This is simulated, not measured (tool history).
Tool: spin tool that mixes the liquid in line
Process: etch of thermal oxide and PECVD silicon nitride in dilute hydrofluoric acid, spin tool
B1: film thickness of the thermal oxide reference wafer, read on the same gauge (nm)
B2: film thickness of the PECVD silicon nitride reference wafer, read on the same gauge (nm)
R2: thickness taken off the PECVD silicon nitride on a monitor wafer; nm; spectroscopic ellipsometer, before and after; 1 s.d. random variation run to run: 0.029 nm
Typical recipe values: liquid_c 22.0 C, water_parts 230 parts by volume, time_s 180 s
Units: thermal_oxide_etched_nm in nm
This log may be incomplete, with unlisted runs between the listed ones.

run 1 hour=0.0 | liquid_c=20.0 water_parts=165 time_s=180 | B1=50.005 B2=150.013 | thermal_oxide_etched_nm=4.539 R2=2.750
run 2 hour=6.4 | liquid_c=20.0 water_parts=165 time_s=180 | B1=49.978 B2=149.935 | thermal_oxide_etched_nm=4.538 R2=2.701
run 3 hour=14.2 | liquid_c=20.0 water_parts=165 time_s=180 | B1=50.006 B2=150.015 | thermal_oxide_etched_nm=4.548 R2=2.856
run 4 hour=21.5 | liquid_c=22.0 water_parts=285 time_s=180 | B1=50.000 B2=150.035 | thermal_oxide_etched_nm=2.504 R2=1.914
run 5 hour=28.2 | liquid_c=22.0 water_parts=285 time_s=180 | B1=50.003 B2=150.044 | thermal_oxide_etched_nm=2.520 R2=1.853
-- hour=34.9 gauge calibrated
-- hour=38.5 thermometer replaced
run 6 hour=39.5 | liquid_c=22.0 water_parts=230 time_s=180 | B1=49.996 B2=149.989 | thermal_oxide_etched_nm=2.991 R2=1.914
run 7 hour=48.8 | liquid_c=25.0 water_parts=230 time_s=180 | B1=50.007 B2=149.992 | thermal_oxide_etched_nm=3.358 R2=2.351
run 8 hour=57.5 | liquid_c=22.0 water_parts=230 time_s=180 | B1=49.998 B2=149.997 | thermal_oxide_etched_nm=2.996 R2=1.902
run 9 hour=69.5 | liquid_c=22.0 water_parts=230 time_s=180 | B1=49.992 B2=149.994 | thermal_oxide_etched_nm=2.995 R2=1.924
-- hour=77.5 hydrofluoric acid flow meter replaced
run 10 hour=83.2 | liquid_c=22.0 water_parts=325 time_s=215 | B1=50.019 B2=149.947 | thermal_oxide_etched_nm=2.328 R2=1.661
run 11 hour=89.4 | liquid_c=25.5 water_parts=265 time_s=180 | B1=50.007 B2=150.021 | thermal_oxide_etched_nm=2.848 R2=2.091
run 12 hour=103.5 | liquid_c=23.5 water_parts=230 time_s=95 | B1=49.994 B2=149.965 | thermal_oxide_etched_nm=1.683 R2=1.111
run 13 hour=117.0 | liquid_c=22.0 water_parts=230 time_s=90 | B1=50.007 B2=150.019 | thermal_oxide_etched_nm=1.501 R2=0.968
run 14 hour=125.1 | liquid_c=23.5 water_parts=265 time_s=270 | B1=49.994 B2=150.025 | thermal_oxide_etched_nm=3.997 R2=2.773
run 15 hour=138.1 | liquid_c=22.0 water_parts=230 time_s=270 | B1=50.013 B2=150.000 | thermal_oxide_etched_nm=4.540 R2=2.955
run 16 hour=153.8 | liquid_c=22.0 water_parts=230 time_s=285 | B1=50.027 B2=150.022 | thermal_oxide_etched_nm=4.839 R2=3.104
run 17 hour=160.2 | liquid_c=22.0 water_parts=230 time_s=180 | B1=49.996 B2=150.033 | thermal_oxide_etched_nm=3.027 R2=1.998
run 18 hour=171.5 | liquid_c=22.0 water_parts=230 time_s=130 | B1=49.974 B2=150.044 | thermal_oxide_etched_nm=2.195 R2=1.423
run 19 hour=185.6 | liquid_c=22.0 water_parts=260 time_s=180 | B1=50.012 B2=150.019 | thermal_oxide_etched_nm=2.594 R2=1.737
run 20 hour=192.7 | liquid_c=22.0 water_parts=230 time_s=180 | B1=49.995 B2=150.002 | thermal_oxide_etched_nm=3.028 R2=1.964
run 21 hour=221.2 | liquid_c=22.0 water_parts=340 time_s=230 | B1=49.987 B2=149.998 | thermal_oxide_etched_nm=2.384 R2=1.696
run 22 hour=235.5 | liquid_c=25.0 water_parts=145 time_s=180 | B1=49.986 B2=149.989 | thermal_oxide_etched_nm=5.878 R2=3.842
run 23 hour=241.6 | liquid_c=26.0 water_parts=175 time_s=180 | B1=50.022 B2=150.002 | thermal_oxide_etched_nm=4.878 R2=3.348
run 24 hour=248.7 | liquid_c=22.0 water_parts=230 time_s=180 | B1=50.010 B2=150.012 | thermal_oxide_etched_nm=3.046 R2=1.958
run 25 hour=261.1 | liquid_c=19.5 water_parts=270 time_s=180 | B1=49.997 B2=150.023 | thermal_oxide_etched_nm=2.274 R2=1.443
run 26 hour=277.4 | liquid_c=22.0 water_parts=230 time_s=180 | B1=49.998 B2=150.015 | thermal_oxide_etched_nm=3.028 R2=1.971
run 27 hour=283.6 | liquid_c=22.0 water_parts=230 time_s=145 | B1=49.972 B2=149.986 | thermal_oxide_etched_nm=2.426 R2=1.631

Forecast each of these 3 alternatives for the next run:
run A hour=284.1 | liquid_c=22.0 water_parts=230 time_s=180 | B1=? B2=? | thermal_oxide_etched_nm=? R2=?
run B hour=284.1 | liquid_c=24.0 water_parts=230 time_s=180 | B1=? B2=? | thermal_oxide_etched_nm=? R2=?
run C hour=284.1 | liquid_c=17.5 water_parts=135 time_s=180 | B1=? B2=? | thermal_oxide_etched_nm=? R2=?

run=A B1=49.986 B2=150.044 thermal_oxide_etched_nm=3.036 R2=2.072
run=B B1=49.986 B2=150.044 thermal_oxide_etched_nm=3.265 R2=2.350
run=C B1=49.986 B2=150.044 thermal_oxide_etched_nm=4.778 R2=2.588
Had the tool no hidden state, the same runs would have come out as:
run=A thermal_oxide_etched_nm=2.976 R2=2.002
run=B thermal_oxide_etched_nm=3.202 R2=2.272
run=C thermal_oxide_etched_nm=4.674 R2=2.494
